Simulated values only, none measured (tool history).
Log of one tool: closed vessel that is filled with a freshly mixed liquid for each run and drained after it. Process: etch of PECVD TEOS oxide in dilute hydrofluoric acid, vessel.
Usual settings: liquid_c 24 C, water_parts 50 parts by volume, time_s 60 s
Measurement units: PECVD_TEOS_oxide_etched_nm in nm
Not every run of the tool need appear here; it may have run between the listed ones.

run	day	liquid_c	water_parts	time_s	wafers since the last listed run	hours since the thermometer was replaced	hours since the hydrofluoric acid flow meter was replaced	hours since the gauge calibration	read-back film thickness of the PECVD TEOS oxide reference wafer, read on the same gauge (nm)	PECVD_TEOS_oxide_etched_nm
1	0	24	50	60	0	561.3	1756.5	199.7	60	24.42
# day 0.542: thermometer replaced
2	1.308	24	50	60	3811	18.4	1787.9	231.1	60	22.86
3	2.096	24	50	45	2369	37.3	1806.8	250	60.01	17.29
4	2.762	24	50	45	2006	53.3	1822.8	266	60.03	17.35
5	3.375	24	50	60	1843	68	1837.5	280.7	59.99	23.08
6	4.517	24	50	60	3435	95.4	1864.9	308.1	60.01	23.13
7	5.983	24	50	60	4413	130.6	1900.1	343.3	60.03	23.27
8	6.9	24	50	60	2758	152.6	1922.1	365.3	59.97	23.53
9	8.167	24	50	60	3811	183	1952.5	395.7	60.04	23.29
10	9.654	26.5	50	60	4476	218.7	1988.2	431.4	60.03	26.07
# day 10.942: gauge calibrated
11	11.567	26.5	50	60	5755	264.6	2034.1	15	60.02	26.37
12	12.317	21.5	50	60	2256	282.6	2052.1	33	60	21.26
13	13.317	24	50	60	3009	306.6	2076.1	57	60	24.05
14	14.425	24	50	60	3335	333.2	2102.7	83.6	60.01	24.01
15	15.333	24	35	60	2733	355	2124.5	105.4	60.01	35.1
# day 15.462: hydrofluoric acid flow meter replaced
16	18.196	24	50	45	8488	423.7	65.6	174.1	59.98	17.97
17	19.6	24	50	60	4225	457.4	99.3	207.8	60	24.32
18	20.508	24	50	75	2733	479.2	121.1	229.6	60	30.54
19	21.079	24	50	60	1717	492.9	134.8	243.3	59.99	24.39
20	22.467	24	50	60	4175	526.2	168.1	276.6	59.95	24.36
# day 22.917: thermometer replaced
21	23.112	22	70	85	1818	4.7	183.6	292.1	60.02	20.61
22	24.025	26	30	75	2745	26.6	205.5	314	60.01	53.69
23	24.933	24	50	60	2733	48.4	227.3	335.8	60.01	23.09
24	25.796	29	65	45	2595	69.1	248	356.5	60.04	15.88
25	26.312	19	50	60	1554	81.5	260.4	368.9	60.04	18.68
26	27.754	24	50	60	4338	116.1	295	403.5	59.97	23.35
27	28.308	28	40	80	1667	129.4	308.3	416.8	60.04	46.21
28	29.221	24	30	60	2745	151.3	330.2	438.7	59.99	40.08
29	29.942	24	50	35	2169	168.6	347.5	456	59.99	13.52
30	30.796	24	30	85	2570	189.1	368	476.5	60.02	57.17

Each row is a separate what-if for the run after 30, all from the same tool condition, not one after another. Results?
A	30.825	24	50	60	87	189.8	368.7	477.2	?	?
B	30.825	20.5	25	80	87	189.8	368.7	477.2	?	?
C	30.825	24	40	60	87	189.8	368.7	477.2	?	?

run	read-back film thickness of the PECVD TEOS oxide reference wafer, read on the same gauge (nm)	PECVD_TEOS_oxide_etched_nm
A	60.04	23.77
B	60.04	56.55
C	60.04	30.12
Without the tool's unlogged condition, the same runs would have read:
run	PECVD_TEOS_oxide_etched_nm
A	23.11
B	54.9
C	29.27

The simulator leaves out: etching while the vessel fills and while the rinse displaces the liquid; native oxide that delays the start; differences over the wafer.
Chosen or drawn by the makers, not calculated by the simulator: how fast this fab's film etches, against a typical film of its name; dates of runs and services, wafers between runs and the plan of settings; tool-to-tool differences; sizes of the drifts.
